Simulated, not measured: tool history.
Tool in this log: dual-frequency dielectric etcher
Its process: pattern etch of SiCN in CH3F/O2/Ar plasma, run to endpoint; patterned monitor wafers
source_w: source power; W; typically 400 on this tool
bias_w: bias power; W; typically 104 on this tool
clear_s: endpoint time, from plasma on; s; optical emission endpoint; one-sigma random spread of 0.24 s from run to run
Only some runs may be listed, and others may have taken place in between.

run,hour,source_w,bias_w,"incoming incoming film thickness, nm",clear_s
1,0.0,400,104,13.08,27.9
2,173.1,400,104,13.11,27.8
3,208.4,400,104,12.98,27.7
4,271.6,400,104,13.15,27.8
5,301.2,400,104,13.03,27.5
6,329.6,400,93,13.12,29.2
7,387.1,400,93,13.00,28.5
8,439.1,400,104,13.08,27.9
9,467.8,400,104,13.13,27.7
10,532.5,400,104,13.04,28.0
11,560.2,450,104,13.13,27.0
12,624.0,450,104,13.10,26.8
13,650.3,450,104,13.14,26.4
14,705.5,470,96,13.09,27.3
15,762.8,470,96,13.03,27.0
16,812.1,400,104,13.13,27.9
17,853.1,400,104,13.08,28.1
18,892.1,400,93,13.06,29.3
19,998.3,440,104,12.97,26.3
20,1059.6,330,90,13.00,31.8
21,1088.1,460,120,13.10,24.9
22,1136.6,480,116,13.05,25.0
23,1189.7,400,104,13.19,28.2
24,1266.9,500,114,13.10,24.7
25,1283.7,450,104,13.13,26.7
26,1330.2,400,104,12.92,27.7
27,1503.2,400,104,13.03,27.4
28,1547.9,400,104,13.27,28.6
29,1609.8,370,125,13.16,26.2
30,1654.8,400,112,13.12,26.4
31,1691.3,300,119,13.17,28.9
32,1741.8,500,83,13.11,28.1
33,1770.5,400,92,13.12,29.2
34,1816.8,490,104,13.02,25.6
35,1864.8,400,104,12.86,27.7

The log once held 8 entries between its listed runs, left out of this copy. Where does each go, and what is different about the tool's unlogged condition between the listed run before it and the listed run after it?
Run 1 -> run 2: wet clean of the chamber (hour 53.1)
  both runs share identical hidden conditions
Run 8 -> run 9: wet clean of the chamber (hour 467.3)
  both runs share identical hidden conditions
Run 17 -> run 18: wet clean of the chamber (hour 891.6)
  both runs share identical hidden conditions
Run 18 -> run 19: bias power generator calibrated (hour 920.9)
  both runs share identical hidden conditions
Run 19 -> run 20: upper electrode replaced (hour 1043.7)
  both runs share identical hidden conditions
Run 23 -> run 24: wet clean of the chamber (hour 1266.4)
  both runs share identical hidden conditions
Run 25 -> run 26: source power generator calibrated (hour 1320.8)
  both runs share identical hidden conditions
Run 29 -> run 30: wet clean of the chamber (hour 1640.0)
  both runs share identical hidden conditions

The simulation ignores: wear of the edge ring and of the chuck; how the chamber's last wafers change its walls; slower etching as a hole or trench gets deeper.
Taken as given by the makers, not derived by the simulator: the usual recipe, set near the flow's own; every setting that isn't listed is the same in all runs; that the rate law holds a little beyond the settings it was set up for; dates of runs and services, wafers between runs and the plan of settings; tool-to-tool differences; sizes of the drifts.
